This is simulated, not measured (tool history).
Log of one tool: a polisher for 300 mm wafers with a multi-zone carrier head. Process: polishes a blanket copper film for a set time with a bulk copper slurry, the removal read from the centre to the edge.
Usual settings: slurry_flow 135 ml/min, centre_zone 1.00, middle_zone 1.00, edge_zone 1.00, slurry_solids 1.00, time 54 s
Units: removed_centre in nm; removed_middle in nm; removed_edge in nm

run   hour  slurry_flow  centre_zone  middle_zone  edge_zone  slurry_solids  time  wafers since the last listed run  wafers polished on this pad  hours since the slurry nozzle was cleaned  hours since the centre zone pressure was calibrated  hours since the edge zone pressure was calibrated  hours since the carrier head's membrane was replaced  incoming thickness of the incoming film, nm  removed_centre  removed_middle  removed_edge
  1    0.0          135         1.04         1.00       1.00           1.00    67                                 0                         2149                                      717.8                                               1215.0                                              173.9                                                 849.5                                       2249.7           652.9           632.8         610.3
  2   32.2          135         1.00         1.00       1.00           1.00    54                               318                         2468                                      750.0                                               1247.2                                              206.1                                                 881.7                                       2251.0           511.5           518.2         499.5
      85.0  -- slurry nozzle cleaned
      89.2  -- worn pad replaced by a new one
  3   89.7          135         1.00         1.00       1.00           1.00    54                               519                            4                                        4.7                                               1304.7                                              263.6                                                 939.2                                       2274.2           502.4           512.3         485.9
  4  136.8          135         1.00         1.00       1.00           1.00    54                               465                          470                                       51.8                                               1351.8                                              310.7                                                 986.3                                       2278.1           513.0           514.9         495.5
  5  195.2          135         1.00         1.00       1.00           1.00    54                               577                         1047                                      110.2                                               1410.2                                              369.1                                                1044.7                                       2253.4           515.2           511.7         497.3
  6  240.9          135         1.00         1.00       1.00           1.00    54                               451                         1499                                      155.9                                               1455.9                                              414.8                                                1090.4                                       2319.8           504.0           512.0         497.6
     430.5  -- worn pad replaced by a new one
  7  436.8          135         1.04         1.00       1.00           1.20    54                              1897                           62                                      351.8                                               1651.8                                              610.7                                                1286.3                                       2247.3           529.4           532.3         511.6
     484.2  -- centre zone pressure recalibrated
  8  490.2          135         1.04         1.00       1.00           1.20    54                               508                          570                                      405.2                                                  6.0                                              664.1                                                1339.7                                       2245.6           551.6           532.2         512.1
  9  560.4          135         0.96         1.00       1.00           1.00    37                               694                         1264                                      475.4                                                 76.2                                              734.3                                                1409.9                                       2295.4           344.6           351.3         342.0
 10  584.6          135         1.00         1.00       1.00           1.00    54                               239                         1504                                      499.6                                                100.4                                              758.5                                                1434.1                                       2252.5           507.1           514.5         495.1
 11  637.9          135         1.00         1.00       1.00           1.00    54                               527                         2031                                      552.9                                                153.7                                              811.8                                                1487.4                                       2274.9           506.7           507.0         495.4
 12  686.3          135         1.00         1.00       0.95           1.00    62                               478                         2509                                      601.3                                                202.1                                              860.2                                                1535.8                                       2245.8           590.5           586.4         569.2
 13  715.0          135         1.00         1.00       0.95           1.00    62                               283                         2793                                      630.0                                                230.8                                              888.9                                                1564.5                                       2305.8           574.1           592.7         555.2

Forecast run 14:
     720.2  -- slurry nozzle cleaned
     724.3  -- edge zone pressure recalibrated
     734.8  -- worn pad replaced by a new one
 14  752.4          135         0.94         1.08       1.00           1.15    54                               300                          174                                       32.2                                                268.2                                               28.1                                                1601.9                                       2286.6               ?               ?             ?

{"run 14": {"removed_centre": 511.8, "removed_middle": 557.3, "removed_edge": 508.3}}
Without the tool's hidden state the same run would have given removed_centre 511.8 nm, removed_middle 557.3 nm, removed_edge 508.3 nm.
